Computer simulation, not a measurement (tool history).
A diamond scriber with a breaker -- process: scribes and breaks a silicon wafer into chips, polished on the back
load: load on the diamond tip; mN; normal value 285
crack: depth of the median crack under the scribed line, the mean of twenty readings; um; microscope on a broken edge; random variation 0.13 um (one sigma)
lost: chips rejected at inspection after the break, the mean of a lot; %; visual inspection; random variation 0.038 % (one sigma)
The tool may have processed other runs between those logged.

| run | hour | load | incoming depth of the damage left on the back of the incoming wafer, um | crack | lost |
|---|---|---|---|---|---|
| 1 | 0 | 220 | 0.03 | 12.88 | 9.46 |
| 2 | 32.1 | 220 | 0.05 | 13.03 | 9.2 |
| 3 | 63.1 | 338 | 0.02 | 16.92 | 1.85 |
| 4 | 82.9 | 338 | 0.05 | 17.09 | 2.11 |
|  | 100.8 | diamond tip replaced by a new one |
| 5 | 114.2 | 285 | 0.05 | 15.7 | 0.74 |
| 6 | 133.4 | 221 | 0.01 | 13.74 | 6.91 |
| 7 | 147.3 | 221 | 0.04 | 13.45 | 7.45 |
| 8 | 177.7 | 285 | 0.01 | 15.64 | 0.78 |
| 9 | 205 | 247 | 0.04 | 14.11 | 3.25 |
| 10 | 222.8 | 247 | 0.03 | 14.08 | 3.44 |
| 11 | 247 | 285 | 0.02 | 15.27 | 0.87 |
| 12 | 269.9 | 285 | 0.02 | 15.59 | 0.82 |
| 13 | 294.9 | 285 | 0.02 | 15.29 | 0.88 |
| 14 | 325.9 | 257 | 0.02 | 14.38 | 2.85 |
| 15 | 344.1 | 257 | 0.05 | 14.35 | 2.79 |
| 16 | 357 | 285 | 0.04 | 15.11 | 1.04 |
| 17 | 392.3 | 285 | 0.03 | 15.27 | 0.93 |
| 18 | 425.1 | 285 | 0.01 | 15.15 | 0.97 |
| 19 | 443.5 | 362 | 0.01 | 17.61 | 4.09 |
| 20 | 464 | 285 | 0.04 | 15.27 | 1.08 |
| 21 | 494.9 | 349 | 0.03 | 17.11 | 2.82 |
| 22 | 522.5 | 318 | 0.02 | 16.49 | 0.92 |
| 23 | 546.7 | 285 | 0.04 | 15.38 | 1.01 |
| 24 | 580.6 | 285 | 0.02 | 15.06 | 1 |

Expected results for the next run?
| 25 | 600.4 | 333 | 0.03 | ? | ? |

{"run 25": {"crack": 16.66, "lost": 1.65}}
If the tool had no hidden condition, the same run with the same run-to-run variation would have returned crack 17.23 um, lost 3.01 %.
